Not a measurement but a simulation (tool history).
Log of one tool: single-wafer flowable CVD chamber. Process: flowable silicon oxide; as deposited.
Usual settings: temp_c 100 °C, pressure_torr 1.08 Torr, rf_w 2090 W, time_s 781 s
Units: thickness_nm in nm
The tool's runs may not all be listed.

run   hour  temp_c  pressure_torr  rf_w  time_s  wafers since the last listed run  hours since the last thermocouple change  hours since the last RF generator calibration  hours since the last manometer calibration  hours since the showerhead was replaced  hours since the gauge calibration  read-back reference wafer on the same gauge, thickness_nm  thickness_nm
  1      0     100           1.08  2355     724                                 0                                       742                                         2231.5                                       690.8                                   5320.7                              419.4                                                    709.751       656.351
  2   24.5     100           1.08  2355     724                                40                                     766.5                                           2256                                       715.3                                   5345.2                              443.9                                                    710.482         645.8
  3   42.3     100           1.08  2090     781                                29                                     784.3                                         2273.8                                       733.1                                     5363                              461.7                                                    709.208        691.66
  4   61.7     100           1.08  2090     781                                32                                     803.7                                         2293.2                                       752.5                                   5382.4                              481.1                                                    708.568        691.77
  5   83.6     100           1.08  2090     781                                36                                     825.6                                         2315.1                                       774.4                                   5404.3                                503                                                     709.92       688.434
  6  112.6     100           1.08  2090     781                                48                                     854.6                                         2344.1                                       803.4                                   5433.3                                532                                                    710.413       684.626
  7  135.3     100           1.08  2090     781                                37                                     877.3                                         2366.8                                       826.1                                     5456                              554.7                                                    710.191       687.465
  8    148     100           1.08  2090     781                                21                                       890                                         2379.5                                       838.8                                   5468.7                              567.4                                                    711.323       688.611
  9  163.5     100           1.08  2090     781                                25                                     905.5                                           2395                                       854.3                                   5484.2                              582.9                                                    710.611        689.51
 10  196.6     100           1.08  2090     781                                55                                     938.6                                         2428.1                                       887.4                                   5517.3                                616                                                    709.954       697.724
 11    211     100           1.08  2090     781                                24                                       953                                         2442.5                                       901.8                                   5531.7                              630.4                                                     710.46       686.499
 12  237.7     100           1.08  2090     781                                44                                     979.7                                         2469.2                                       928.5                                   5558.4                              657.1                                                    709.006       693.929
     252.9  -- gauge calibrated
 13  255.2     115           1.24  2435     781                                29                                     997.2                                         2486.7                                         946                                   5575.9                                2.3                                                     711.19       516.022
 14  277.8      86           1.08  2330     781                                37                                    1019.8                                         2509.3                                       968.6                                   5598.5                               24.9                                                    710.734      1064.915
     287.8  -- thermocouple changed; heater temperature recalibrated
     292.3  -- capacitance manometer re-zeroed and calibrated
       300  -- showerhead replaced
 15  300.5     100           1.08  2090     781                                 4                                      12.7                                           2532                                         8.2                                      0.5                               47.6                                                    709.836       685.801
 16  308.2     100           1.15  2240     781                                12                                      20.4                                         2539.7                                        15.9                                      8.2                               55.3                                                    711.931       739.509

Run 17 comes next. What will it give?
 17  343.9     100           0.82  2090     833                                59                                      56.1                                         2575.4                                        51.6                                     43.9                                 91                                                          ?             ?

Run 17 gave read-back reference wafer on the same gauge, thickness_nm 710.837, thickness_nm 548.894 nm.
Without the tool's hidden state the same run would have given thickness_nm 548.894 nm.
